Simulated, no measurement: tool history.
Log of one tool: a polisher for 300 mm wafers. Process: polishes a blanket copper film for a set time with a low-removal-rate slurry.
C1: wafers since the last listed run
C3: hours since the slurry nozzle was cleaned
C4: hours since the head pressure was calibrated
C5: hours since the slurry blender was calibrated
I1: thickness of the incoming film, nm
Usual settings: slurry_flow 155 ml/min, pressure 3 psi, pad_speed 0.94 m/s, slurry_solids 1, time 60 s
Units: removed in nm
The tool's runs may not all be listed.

run 1 day=0 | slurry_flow=155 pressure=3.7 pad_speed=0.94 slurry_solids=1.1 time=60 | C1=0 wafers_polished_on_this_pad=2398 C3=279.9 C4=701.7 C5=419.5 | I1=953 | removed=198.2
run 2 day=1.4 | slurry_flow=155 pressure=3 pad_speed=0.94 slurry_solids=1 time=60 | C1=488 wafers_polished_on_this_pad=2887 C3=313.5 C4=735.3 C5=453.1 | I1=946.9 | removed=154
run 3 day=3.367 | slurry_flow=155 pressure=3 pad_speed=0.94 slurry_solids=1 time=60 | C1=686 wafers_polished_on_this_pad=3573 C3=360.7 C4=782.5 C5=500.3 | I1=958.1 | removed=156.1
run 4 day=4.771 | slurry_flow=155 pressure=3 pad_speed=0.94 slurry_solids=1 time=60 | C1=490 wafers_polished_on_this_pad=4063 C3=394.4 C4=816.2 C5=534 | I1=952.4 | removed=160.1
run 5 day=7.25 | slurry_flow=155 pressure=3 pad_speed=0.8 slurry_solids=1 time=60 | C1=865 wafers_polished_on_this_pad=4928 C3=453.9 C4=875.7 C5=593.5 | I1=953 | removed=133.6
-- day=7.625 head pressure recalibrated
run 6 day=8.325 | slurry_flow=155 pressure=3 pad_speed=0.8 slurry_solids=1 time=60 | C1=346 wafers_polished_on_this_pad=5274 C3=479.7 C4=16.8 C5=619.3 | I1=954.8 | removed=131.5
-- day=8.875 slurry blender recalibrated
run 7 day=9.908 | slurry_flow=170 pressure=2.7 pad_speed=0.94 slurry_solids=1 time=60 | C1=523 wafers_polished_on_this_pad=5798 C3=517.7 C4=54.8 C5=24.8 | I1=951.1 | removed=146.1
run 8 day=12.725 | slurry_flow=155 pressure=3 pad_speed=0.94 slurry_solids=0.8 time=60 | C1=983 wafers_polished_on_this_pad=6781 C3=585.3 C4=122.4 C5=92.4 | I1=938.6 | removed=156
run 9 day=14.388 | slurry_flow=155 pressure=3 pad_speed=0.94 slurry_solids=1 time=60 | C1=580 wafers_polished_on_this_pad=7361 C3=625.2 C4=162.3 C5=132.3 | I1=943.1 | removed=163.4
run 10 day=15.471 | slurry_flow=155 pressure=3 pad_speed=0.94 slurry_solids=1.25 time=73 | C1=378 wafers_polished_on_this_pad=7739 C3=651.2 C4=188.3 C5=158.3 | I1=948 | removed=204.9
-- day=16.079 slurry nozzle cleaned
-- day=18.108 worn pad replaced by a new one
run 11 day=23.85 | slurry_flow=155 pressure=3 pad_speed=0.86 slurry_solids=1.1 time=45 | C1=2851 wafers_polished_on_this_pad=2003 C3=186.5 C4=389.4 C5=359.4 | I1=963 | removed=111
run 12 day=25.183 | slurry_flow=155 pressure=2.7 pad_speed=0.74 slurry_solids=1 time=60 | C1=465 wafers_polished_on_this_pad=2469 C3=218.5 C4=421.4 C5=391.4 | I1=951.8 | removed=117.3
run 13 day=28.554 | slurry_flow=210 pressure=2.3 pad_speed=0.8 slurry_solids=1 time=42 | C1=1176 wafers_polished_on_this_pad=3645 C3=299.4 C4=502.3 C5=472.3 | I1=942.2 | removed=74.2
run 14 day=31.488 | slurry_flow=155 pressure=3 pad_speed=0.94 slurry_solids=0.8 time=40 | C1=1023 wafers_polished_on_this_pad=4669 C3=369.8 C4=572.7 C5=542.7 | I1=966.7 | removed=100.4
run 15 day=32.596 | slurry_flow=155 pressure=3 pad_speed=0.94 slurry_solids=1 time=60 | C1=386 wafers_polished_on_this_pad=5056 C3=396.4 C4=599.3 C5=569.3 | I1=953.3 | removed=154.3
-- day=33.067 slurry blender recalibrated
run 16 day=34.338 | slurry_flow=120 pressure=3 pad_speed=0.94 slurry_solids=1 time=60 | C1=578 wafers_polished_on_this_pad=5635 C3=438.2 C4=641.1 C5=30.5 | I1=938.2 | removed=159
run 17 day=36.483 | slurry_flow=105 pressure=3 pad_speed=0.94 slurry_solids=1 time=76 | C1=748 wafers_polished_on_this_pad=6383 C3=489.7 C4=692.6 C5=82 | I1=943.3 | removed=195.5
-- day=38.25 slurry nozzle cleaned
run 18 day=38.271 | slurry_flow=125 pressure=2.7 pad_speed=0.68 slurry_solids=1 time=60 | C1=609 wafers_polished_on_this_pad=6993 C3=0.5 C4=735.5 C5=124.9 | I1=960.2 | removed=101.6
-- day=38.542 worn pad replaced by a new one
-- day=40.454 head pressure recalibrated
run 19 day=41.196 | slurry_flow=155 pressure=3.8 pad_speed=0.66 slurry_solids=1 time=73 | C1=933 wafers_polished_on_this_pad=896 C3=70.7 C4=17.8 C5=195.1 | I1=953.1 | removed=179.2
run 20 day=43.85 | slurry_flow=155 pressure=3 pad_speed=0.94 slurry_solids=1 time=60 | C1=926 wafers_polished_on_this_pad=1822 C3=134.4 C4=81.5 C5=258.8 | I1=943 | removed=162.8
run 21 day=45.283 | slurry_flow=180 pressure=2.3 pad_speed=1.08 slurry_solids=1 time=60 | C1=500 wafers_polished_on_this_pad=2323 C3=168.8 C4=115.9 C5=293.2 | I1=949.5 | removed=148.9
run 22 day=48.104 | slurry_flow=155 pressure=2.4 pad_speed=0.94 slurry_solids=0.9 time=60 | C1=984 wafers_polished_on_this_pad=3307 C3=236.5 C4=183.6 C5=360.9 | I1=951.9 | removed=128
run 23 day=50.121 | slurry_flow=155 pressure=3 pad_speed=0.94 slurry_solids=1 time=60 | C1=703 wafers_polished_on_this_pad=4011 C3=284.9 C4=232 C5=409.3 | I1=943.1 | removed=158.7
run 24 day=51.196 | slurry_flow=155 pressure=3 pad_speed=0.94 slurry_solids=1 time=60 | C1=375 wafers_polished_on_this_pad=4386 C3=310.7 C4=257.8 C5=435.1 | I1=955.5 | removed=158.8
run 25 day=53.529 | slurry_flow=155 pressure=3 pad_speed=0.78 slurry_solids=1 time=60 | C1=814 wafers_polished_on_this_pad=5201 C3=366.7 C4=313.8 C5=491.1 | I1=951 | removed=130
-- day=53.662 slurry blender recalibrated
run 26 day=56.504 | slurry_flow=155 pressure=3.7 pad_speed=0.94 slurry_solids=1.1 time=60 | C1=1009 wafers_polished_on_this_pad=6210 C3=438.1 C4=385.2 C5=68.2 | I1=935.6 | removed=207.3
run 27 day=58.308 | slurry_flow=155 pressure=2.4 pad_speed=0.94 slurry_solids=1 time=60 | C1=629 wafers_polished_on_this_pad=6839 C3=481.4 C4=428.5 C5=111.5 | I1=950.9 | removed=131.1
-- day=59.288 worn pad replaced by a new one
run 28 day=60.004 | slurry_flow=155 pressure=2.4 pad_speed=1.04 slurry_solids=1.25 time=60 | C1=533 wafers_polished_on_this_pad=250 C3=522.1 C4=469.2 C5=152.2 | I1=958.7 | removed=150
run 29 day=61.996 | slurry_flow=180 pressure=3 pad_speed=0.94 slurry_solids=1 time=68 | C1=695 wafers_polished_on_this_pad=945 C3=569.9 C4=517 C5=200 | I1=940 | removed=190.5
-- day=63.325 slurry nozzle cleaned
run 30 day=64.542 | slurry_flow=155 pressure=3.8 pad_speed=0.94 slurry_solids=1.25 time=77 | C1=873 wafers_polished_on_this_pad=1819 C3=29.2 C4=578.1 C5=261.1 | I1=953.9 | removed=269.7
run 31 day=65.942 | slurry_flow=180 pressure=2.7 pad_speed=0.94 slurry_solids=1 time=50 | C1=488 wafers_polished_on_this_pad=2307 C3=62.8 C4=611.7 C5=294.7 | I1=952.6 | removed=125.2

How the hidden state differs across the entries between the runs, from the last listed run before each to the first after it:
Between runs 5 and 6: head pressure recalibrated (day 7.625)
  abrasive missing from the slurry, %: 41.2 -> 44.7
  measured less the result without the state, removed: -8.6 -> -9.4 nm
Between runs 6 and 7: slurry blender recalibrated (day 8.875)
  abrasive missing from the slurry, %: 44.7 -> 2.12
  measured less the result without the state, removed: -9.4 -> -0.5 nm
Between runs 10 and 11: slurry nozzle cleaned (day 16.079); worn pad replaced by a new one (day 18.108)
  abrasive missing from the slurry, %: 4.91 -> 16.8
  measured less the result without the state, removed: -1.4 -> -2.7 nm
Between runs 15 and 16: slurry blender recalibrated (day 33.067)
  abrasive missing from the slurry, %: 39.2 -> 3.57
  measured less the result without the state, removed: -9.4 -> -0.7 nm
Between runs 17 and 18: slurry nozzle cleaned (day 38.25)
  abrasive missing from the slurry, %: 4.23 -> 5.25
  measured less the result without the state, removed: -1.1 -> -0.7 nm
Between runs 18 and 19: worn pad replaced by a new one (day 38.542); head pressure recalibrated (day 40.454)
  abrasive missing from the slurry, %: 5.25 -> 7.82
  measured less the result without the state, removed: -0.7 -> -2 nm
Between runs 25 and 26: slurry blender recalibrated (day 53.662)
  abrasive missing from the slurry, %: 31.1 -> 2.5
  measured less the result without the state, removed: -6.1 -> -0.7 nm
Between runs 27 and 28: worn pad replaced by a new one (day 59.288)
  abrasive missing from the slurry, %: 3.39 -> 4.62
  measured less the result without the state, removed: -0.6 -> -1 nm
Between runs 29 and 30: slurry nozzle cleaned (day 63.325)
  abrasive missing from the slurry, %: 6.55 -> 9.77
  measured less the result without the state, removed: -1.7 -> -3.8 nm

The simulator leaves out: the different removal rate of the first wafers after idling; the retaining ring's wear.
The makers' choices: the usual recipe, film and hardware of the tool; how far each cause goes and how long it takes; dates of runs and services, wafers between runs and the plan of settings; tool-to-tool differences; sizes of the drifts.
